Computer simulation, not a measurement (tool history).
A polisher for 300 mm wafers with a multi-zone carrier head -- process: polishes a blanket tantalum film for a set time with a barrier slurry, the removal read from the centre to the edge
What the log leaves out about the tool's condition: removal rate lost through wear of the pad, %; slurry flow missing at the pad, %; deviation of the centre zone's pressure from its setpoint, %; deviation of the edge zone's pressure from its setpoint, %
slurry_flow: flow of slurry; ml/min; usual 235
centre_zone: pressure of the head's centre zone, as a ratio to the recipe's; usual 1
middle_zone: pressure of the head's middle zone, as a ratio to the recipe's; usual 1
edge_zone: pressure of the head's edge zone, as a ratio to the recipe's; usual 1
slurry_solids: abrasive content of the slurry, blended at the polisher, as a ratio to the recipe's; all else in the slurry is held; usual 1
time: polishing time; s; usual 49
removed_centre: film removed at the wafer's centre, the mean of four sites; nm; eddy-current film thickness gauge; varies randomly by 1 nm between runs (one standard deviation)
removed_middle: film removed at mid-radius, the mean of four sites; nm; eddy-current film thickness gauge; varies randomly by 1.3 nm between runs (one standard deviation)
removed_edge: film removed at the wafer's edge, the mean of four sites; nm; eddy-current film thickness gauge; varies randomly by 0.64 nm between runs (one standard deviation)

run    hour  slurry_flow  centre_zone  middle_zone  edge_zone  slurry_solids  time  wafers since the last listed run  wafers polished on this pad  hours since the slurry nozzle was cleaned  hours since the centre zone pressure was calibrated  hours since the edge zone pressure was calibrated  hours since the carrier head's membrane was replaced  incoming thickness of the incoming film, nm  removed_centre  removed_middle  removed_edge
  1       0          235            1            1       0.97              1    49                                 0                         3467                                      518.1                                                190.7                                              134.2                                                1084.6                                        263.3           105.3            98.2          95.6
  2    38.8          235            1            1          1              1    49                               297                         3764                                      556.9                                                229.5                                                173                                                1123.4                                        262.3           105.6            96.5          97.2
       65.8  -- worn pad replaced by a new one
  3    93.1          235            1            1          1              1    49                               385                          209                                      611.2                                                283.8                                              227.3                                                1177.7                                        257.4           103.5            97.4          95.6
  4   174.5          235            1            1       0.93              1    59                               623                          832                                      692.6                                                365.2                                              308.7                                                1259.1                                        260.4           123.3           115.9         114.4
      238.8  -- slurry nozzle cleaned
      254.4  -- carrier head's membrane replaced by a new one
  5   276.9          235            1            1          1              1    65                               738                         1570                                       38.1                                                467.6                                              411.1                                                  22.5                                        258.6             138           129.8         128.5
      299.7  -- centre zone pressure recalibrated, repeated, since the last time left the tool worse
  6   314.3          235            1            1          1              1    49                               271                         1841                                       75.5                                                 14.6                                              448.5                                                  59.9                                        258.3            97.1            99.5            97
      328.6  -- edge zone pressure recalibrated
  7   403.4          235            1            1       0.94              1    49                               666                         2508                                      164.6                                                103.7                                               74.8                                                   149                                        259.8            94.2            97.4            94
  8   473.5          235            1            1          1              1    49                               536                         3045                                      234.7                                                173.8                                              144.9                                                 219.1                                        258.4            94.3            95.8          96.9
  9   549.6          235            1            1        1.1              1    49                               582                         3628                                      310.8                                                249.9                                                221                                                 295.2                                        255.4            92.8            99.8         100.4
 10   593.3          235            1            1          1              1    49                               334                         3963                                      354.5                                                293.6                                              264.7                                                 338.9                                        257.3            93.6            97.1          97.1
      612.7  -- worn pad replaced by a new one
 11   646.2          235         0.96            1          1              1    49                               374                          256                                      407.4                                                346.5                                              317.6                                                 391.8                                        263.5            90.1            97.2          95.6
 12     748          165            1            1          1              1    49                               779                         1036                                      509.2                                                448.3                                              419.4                                                 493.6                                        255.7            85.9            92.9          94.4
 13   790.6          210            1            1       0.96           1.25    64                               326                         1362                                      551.8                                                490.9                                                462                                                 536.2                                        257.2             126           136.1           132
 14   872.6          235            1            1          1              1    49                               627                         1990                                      633.8                                                572.9                                                544                                                 618.2                                        261.3            91.9              97          97.8
      878.2  -- slurry nozzle cleaned
      917.4  -- edge zone pressure recalibrated
 15   966.5          235            1            1       1.11           0.75    60                               696                         2686                                       88.3                                                666.8                                               49.1                                                 712.1                                        260.8           103.2           104.5         111.8
     1022.8  -- centre zone pressure recalibrated
 16  1070.1          235         1.07            1          1              1    49                               777                         3464                                      191.9                                                 47.3                                              152.7                                                 815.7                                        259.3           102.7            94.9          96.8
 17  1107.7          235          0.9            1          1              1    49                               287                         3752                                      229.5                                                 84.9                                              190.3                                                 853.3                                        262.4              89            97.8            96
     1161.1  -- worn pad replaced by a new one
 18  1410.2          235            1         0.89          1              1    49                              2285                         1907                                        532                                                387.4                                              492.8                                                1155.8                                          258            94.4            89.7          96.7
     1462.2  -- edge zone pressure recalibrated
 19  1467.7          205         0.93            1          1              1    58                               424                         2332                                      589.5                                                444.9                                                5.5                                                1213.3                                        260.1           102.3           114.4         113.5
     1513.6  -- slurry nozzle cleaned
 20  1553.6          235         1.09            1          1              1    49                               650                         2982                                         40                                                530.8                                               91.4                                                1299.2                                        261.8           100.8            98.7          97.8

For each run, what was the tool's unlogged condition?
removal rate lost through wear of the pad, %: 0 in every run
slurry flow missing at the pad, %: 0 in every run
deviation of the edge zone's pressure from its setpoint, %: 0 in every run
H1: deviation of the centre zone's pressure from its setpoint, %
run      H1
  1     8.6
  2    8.16
  3    7.65
  4    7.07
  5    6.55
  6   -0.64
  7   -2.44
  8   -3.48
  9   -4.32
 10   -4.71
 11    -5.1
 12   -5.65
 13   -5.82
 14   -6.09
 15    -6.3
 16  -0.455
 17   -1.19
 18   -4.43
 19   -4.72
 20   -5.05
